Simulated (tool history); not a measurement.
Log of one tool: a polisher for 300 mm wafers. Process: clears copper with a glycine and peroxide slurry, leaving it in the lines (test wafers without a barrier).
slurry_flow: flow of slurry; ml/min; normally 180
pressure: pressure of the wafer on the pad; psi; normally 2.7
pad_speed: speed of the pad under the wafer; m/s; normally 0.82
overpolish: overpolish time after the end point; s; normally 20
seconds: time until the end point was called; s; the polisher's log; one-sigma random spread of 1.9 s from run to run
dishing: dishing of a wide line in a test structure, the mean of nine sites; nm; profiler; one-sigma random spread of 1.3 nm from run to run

run,hour,slurry_flow,pressure,pad_speed,overpolish,"incoming thickness of the incoming film, nm",seconds,dishing
1,0,130,2.7,0.82,20,458.2,117.6,58.8
2,16.1,180,2.7,0.82,20,457.1,106.6,60.8
3,25.1,180,2.7,0.82,20,452.7,108.2,61.6
4,41.2,180,2.7,0.82,20,457,110.4,61
5,58.2,180,2.7,0.82,20,453.9,114.3,58.5
# hour 70.5: worn pad replaced by a new one
6,73.4,215,2.7,0.82,20,456.5,95.4,66.1
7,86.2,215,2.7,0.82,20,464.8,102,65.5
8,100.1,215,2.7,0.82,20,468.1,103,62.5
9,111.9,180,2.7,0.82,20,458.6,106.1,63.2
# hour 114.3: slurry nozzle cleaned
10,121.1,180,2.9,0.82,20,460.3,104.4,64.2
11,130.5,180,2.9,0.82,20,470.3,103.4,62.3
12,139.9,130,2.7,0.9,13,456.8,107.8,43.4
# hour 155.8: worn pad replaced by a new one
# hour 155.8: head pressure recalibrated
13,156.3,130,2.7,0.82,20,460,110.3,63.6
14,167.3,180,2.7,0.82,32,461.2,101.7,87.5
15,177.7,225,2.7,0.82,20,455.4,100.9,66
16,194.6,180,2.7,0.58,20,455.3,139.5,50.2
17,203.2,120,3.1,0.7,9,461.3,118.7,29.1
18,214.9,245,2.7,0.82,20,464.5,103.4,62.9
19,223,180,2.7,0.82,20,458.5,111.8,59.1
20,239.9,150,2.7,0.96,20,463.5,100.5,65.2
# hour 244.1: worn pad replaced by a new one
21,277.6,180,2.1,0.66,13,453.1,140.1,33.2
22,294.3,220,3.2,0.72,20,458.1,107.7,65.3

Pick out some run-to-run changes in seconds. Of each, how much would a tool without hidden state show as well, from the settings, what came in and chance, and how much is left for the hidden state and any gauge scatter not in both results compared?
What the log doesn't record here: removal rate lost through wear of the pad, %; slurry flow missing at the pad, %; deviation of the head's pressure from its setpoint, %.
Run 5 -> 6: slurry_flow 180 -> 215, worn pad replaced by a new one. seconds -18.9 s: hidden state -11.7, all else -7.2.
Run 12 -> 13: pad_speed 0.9 -> 0.82, overpolish 13 -> 20, worn pad replaced by a new one, head pressure recalibrated. seconds +2.5 s: hidden state -7.9, all else +10.4.
Run 15 -> 16: slurry_flow 225 -> 180, pad_speed 0.82 -> 0.58. seconds +38.6 s: hidden state +3.7, all else +34.9.
Run 20 -> 21: slurry_flow 150 -> 180, pressure 2.7 -> 2.1, pad_speed 0.96 -> 0.66, overpolish 20 -> 13, worn pad replaced by a new one. seconds +39.6 s: hidden state -3.9, all else +43.5.

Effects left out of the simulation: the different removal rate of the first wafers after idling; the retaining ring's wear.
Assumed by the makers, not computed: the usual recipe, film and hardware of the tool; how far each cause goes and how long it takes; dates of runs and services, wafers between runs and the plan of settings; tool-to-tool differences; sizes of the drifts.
